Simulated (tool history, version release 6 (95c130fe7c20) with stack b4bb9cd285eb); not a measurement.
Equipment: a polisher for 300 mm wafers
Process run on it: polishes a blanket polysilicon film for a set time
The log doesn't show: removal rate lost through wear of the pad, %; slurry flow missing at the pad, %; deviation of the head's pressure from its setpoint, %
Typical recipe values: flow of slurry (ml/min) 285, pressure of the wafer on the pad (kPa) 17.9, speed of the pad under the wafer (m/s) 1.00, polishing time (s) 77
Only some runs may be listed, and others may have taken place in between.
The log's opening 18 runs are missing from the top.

run,hour,flow of slurry (ml/min),pressure of the wafer on the pad (kPa),speed of the pad under the wafer (m/s),polishing time (s),wafers since the last listed run,wafers polished on this pad,hours since the slurry nozzle was cleaned,hours since the head pressure was calibrated,"incoming thickness of the incoming film, nm",film removed (angstrom)
19,467.2,285,17.9,1.00,77,212,1357,280.9,1169.1,1696.9,6715
# hour 486.2: head pressure recalibrated
20,502.0,285,22.1,1.26,87,491,1848,315.7,15.8,1698.5,10690
21,534.6,285,17.9,1.00,77,488,2336,348.3,48.4,1674.8,6239
# hour 565.1: worn pad replaced by a new one
22,569.4,285,17.9,1.00,77,461,65,383.1,83.2,1660.0,6184
23,588.4,285,17.9,0.74,77,284,349,402.1,102.2,1711.0,4490
24,602.1,355,21.4,1.00,77,205,554,415.8,115.9,1680.5,7512
25,627.0,285,17.9,1.18,50,372,927,440.7,140.8,1670.8,4693
# hour 666.2: head pressure recalibrated, repeated, since the last time left the tool worse
26,714.4,355,17.9,1.00,77,1278,2205,528.1,48.2,1679.1,7403
# hour 739.0: slurry nozzle cleaned
27,750.3,340,17.9,0.74,96,522,2728,11.3,84.1,1695.1,6709
28,765.6,370,17.9,1.34,77,229,2957,26.6,99.4,1683.4,9931
29,784.7,285,17.9,1.00,70,285,3243,45.7,118.5,1677.6,6708
# hour 793.3: worn pad replaced by a new one
30,817.1,285,24.1,1.00,77,425,356,78.1,150.9,1686.5,9710
31,829.1,285,20.0,1.00,77,179,536,90.1,162.9,1684.7,7910
32,855.3,285,21.4,1.00,89,392,928,116.3,189.1,1699.3,9874
33,890.4,285,17.9,1.00,77,525,1453,151.4,224.2,1668.3,7266
34,914.2,285,15.9,1.00,77,356,1810,175.2,248.0,1719.8,6312
35,928.4,350,12.4,1.00,63,212,2022,189.4,262.2,1682.7,4202
36,953.3,260,20.0,0.70,101,372,2395,214.3,287.1,1693.2,7210
# hour 977.8: worn pad replaced by a new one
37,981.3,285,17.9,0.76,77,359,52,242.3,315.1,1684.2,5488
38,999.9,285,17.9,1.00,77,278,331,260.9,333.7,1670.4,7238

Forecast each of these 3 alternatives for the next run:
A,1000.3,220,17.9,1.00,77,5,337,261.3,334.1,1663.3,?
B,1000.3,245,23.4,1.34,50,5,337,261.3,334.1,1663.3,?
C,1000.3,345,17.9,0.88,87,5,337,261.3,334.1,1663.3,?

run,film removed (angstrom)
A,7165
B,8204
C,7382
Had the tool no hidden state, the same runs would have come out as:
run,film removed (angstrom)
A,7227
B,8274
C,7445
